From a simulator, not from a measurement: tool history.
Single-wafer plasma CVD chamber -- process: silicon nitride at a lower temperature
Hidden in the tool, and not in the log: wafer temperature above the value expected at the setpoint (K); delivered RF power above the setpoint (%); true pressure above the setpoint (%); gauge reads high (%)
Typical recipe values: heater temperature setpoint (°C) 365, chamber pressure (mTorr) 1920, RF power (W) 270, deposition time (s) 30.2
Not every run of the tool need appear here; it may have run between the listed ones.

| run | day | heater temperature setpoint (°C) | chamber pressure (mTorr) | RF power (W) | deposition time (s) | wafers since the last listed run | hours since the last thermocouple change | hours since the last RF generator calibration | hours since the last manometer calibration | hours since the showerhead was replaced | hours since the gauge calibration | read-back reference wafer on the same gauge, thickness_nm | mean film thickness on the monitor wafer (angstrom) |
|---|---|---|---|---|---|---|---|---|---|---|---|---|---|
| 1 | 0 | 365 | 2200 | 300 | 30.2 | 0 | 299.6 | 1780.6 | 204.5 | 59 | 122.6 | 29.681 | 361.43 |
| 2 | 1.962 | 365 | 1920 | 270 | 30.2 | 1476 | 346.7 | 1827.7 | 251.6 | 106.1 | 169.7 | 29.697 | 336.42 |
| 3 | 3.367 | 365 | 1920 | 270 | 30.2 | 1056 | 380.4 | 1861.4 | 285.3 | 139.8 | 203.4 | 29.716 | 330.74 |
| 4 | 5.85 | 365 | 1920 | 270 | 30.2 | 1867 | 440 | 1921 | 344.9 | 199.4 | 263 | 29.72 | 331.45 |
| 5 | 14.425 | 356 | 1920 | 270 | 26 | 6450 | 645.8 | 2126.8 | 550.7 | 405.2 | 468.8 | 29.689 | 287 |
| 6 | 16.788 | 365 | 1920 | 270 | 30.2 | 1777 | 702.5 | 2183.5 | 607.4 | 461.9 | 525.5 | 29.675 | 330.85 |
| 7 | 19.071 | 365 | 1920 | 270 | 30.2 | 1717 | 757.3 | 2238.3 | 662.2 | 516.7 | 580.3 | 29.752 | 329.71 |
| 8 | 20.638 | 365 | 1920 | 320 | 35.7 | 1178 | 794.9 | 2275.9 | 699.8 | 554.3 | 617.9 | 29.7 | 423.24 |
| 9 | 23.462 | 369 | 1920 | 270 | 30.2 | 2124 | 862.7 | 2343.7 | 767.6 | 622.1 | 685.7 | 29.66 | 327 |
| 10 | 25.696 | 365 | 2290 | 245 | 27.2 | 1679 | 916.3 | 2397.3 | 821.2 | 675.7 | 739.3 | 29.719 | 291.99 |
| 11 | 27.592 | 379 | 1550 | 270 | 32.9 | 1426 | 961.8 | 2442.8 | 866.7 | 721.2 | 784.8 | 29.706 | 339.93 |
| 12 | 30.117 | 374 | 2150 | 310 | 28.3 | 1899 | 1022.4 | 2503.4 | 927.3 | 781.8 | 845.4 | 29.696 | 334.05 |
|  | 31.508 | RF generator calibrated |
| 13 | 32.429 | 375 | 2270 | 305 | 33.2 | 1488 | 1077.9 | 22.1 | 982.8 | 837.3 | 900.9 | 29.665 | 400.89 |
|  | 33.646 | thermocouple changed; heater temperature recalibrated |
| 14 | 33.788 | 365 | 1920 | 270 | 30.2 | 771 | 3.4 | 54.7 | 1015.4 | 869.9 | 933.5 | 29.714 | 334.93 |
| 15 | 35.1 | 359 | 1480 | 245 | 30.2 | 987 | 34.9 | 86.2 | 1046.9 | 901.4 | 965 | 29.683 | 305.86 |
| 16 | 37.262 | 365 | 1790 | 270 | 30.2 | 1626 | 86.8 | 138.1 | 1098.8 | 953.3 | 1016.9 | 29.698 | 332.89 |
| 17 | 39.612 | 365 | 1920 | 270 | 30.2 | 1767 | 143.2 | 194.5 | 1155.2 | 1009.7 | 1073.3 | 29.685 | 336.7 |
| 18 | 40.725 | 365 | 1920 | 270 | 30.2 | 836 | 169.9 | 221.2 | 1181.9 | 1036.4 | 1100 | 29.691 | 336.6 |
| 19 | 43.588 | 365 | 1920 | 270 | 33.8 | 2153 | 238.6 | 289.9 | 1250.6 | 1105.1 | 1168.7 | 29.689 | 374.43 |
| 20 | 45.342 | 365 | 1920 | 270 | 30.2 | 1319 | 280.7 | 332 | 1292.7 | 1147.2 | 1210.8 | 29.732 | 335.03 |
| 21 | 46.417 | 365 | 1920 | 315 | 30.2 | 808 | 306.5 | 357.8 | 1318.5 | 1173 | 1236.6 | 29.68 | 362.06 |
| 22 | 48.592 | 374 | 1920 | 270 | 30.2 | 1636 | 358.7 | 410 | 1370.7 | 1225.2 | 1288.8 | 29.683 | 334.02 |
| 23 | 49.821 | 365 | 1920 | 270 | 30.2 | 924 | 388.2 | 439.5 | 1400.2 | 1254.7 | 1318.3 | 29.746 | 335.17 |
| 24 | 51.362 | 352 | 2380 | 250 | 32.2 | 1159 | 425.2 | 476.5 | 1437.2 | 1291.7 | 1355.3 | 29.671 | 357.59 |
| 25 | 53.162 | 365 | 1920 | 225 | 36.2 | 1353 | 468.4 | 519.7 | 1480.4 | 1334.9 | 1398.5 | 29.692 | 365.42 |
| 26 | 56.021 | 365 | 1920 | 270 | 30.2 | 2150 | 537 | 588.3 | 1549 | 1403.5 | 1467.1 | 29.696 | 334.84 |
| 27 | 57.175 | 365 | 1920 | 295 | 30.2 | 868 | 564.7 | 616 | 1576.7 | 1431.2 | 1494.8 | 29.704 | 345.68 |
| 28 | 58.196 | 375 | 1920 | 270 | 30.2 | 767 | 589.2 | 640.5 | 1601.2 | 1455.7 | 1519.3 | 29.687 | 332.08 |
| 29 | 59.958 | 365 | 1920 | 270 | 30.2 | 1325 | 631.5 | 682.8 | 1643.5 | 1498 | 1561.6 | 29.713 | 331.89 |

Predict each of these 3 candidate next runs independently; none follows another, all start after run 29:
| A | 59.975 | 365 | 1920 | 235 | 30.2 | 12 | 631.9 | 683.2 | 1643.9 | 1498.4 | 1562 | ? | ? |
| B | 59.975 | 365 | 1920 | 270 | 33.3 | 12 | 631.9 | 683.2 | 1643.9 | 1498.4 | 1562 | ? | ? |
| C | 59.975 | 365 | 2190 | 270 | 30.2 | 12 | 631.9 | 683.2 | 1643.9 | 1498.4 | 1562 | ? | ? |

| run | read-back reference wafer on the same gauge, thickness_nm | mean film thickness on the monitor wafer (angstrom) |
|---|---|---|
| A | 29.723 | 311.92 |
| B | 29.723 | 367.71 |
| C | 29.723 | 342.31 |
Without the tool's unlogged condition, the same runs would have read:
| run | mean film thickness on the monitor wafer (angstrom) |
|---|---|
| A | 318.19 |
| B | 375.11 |
| C | 348.87 |
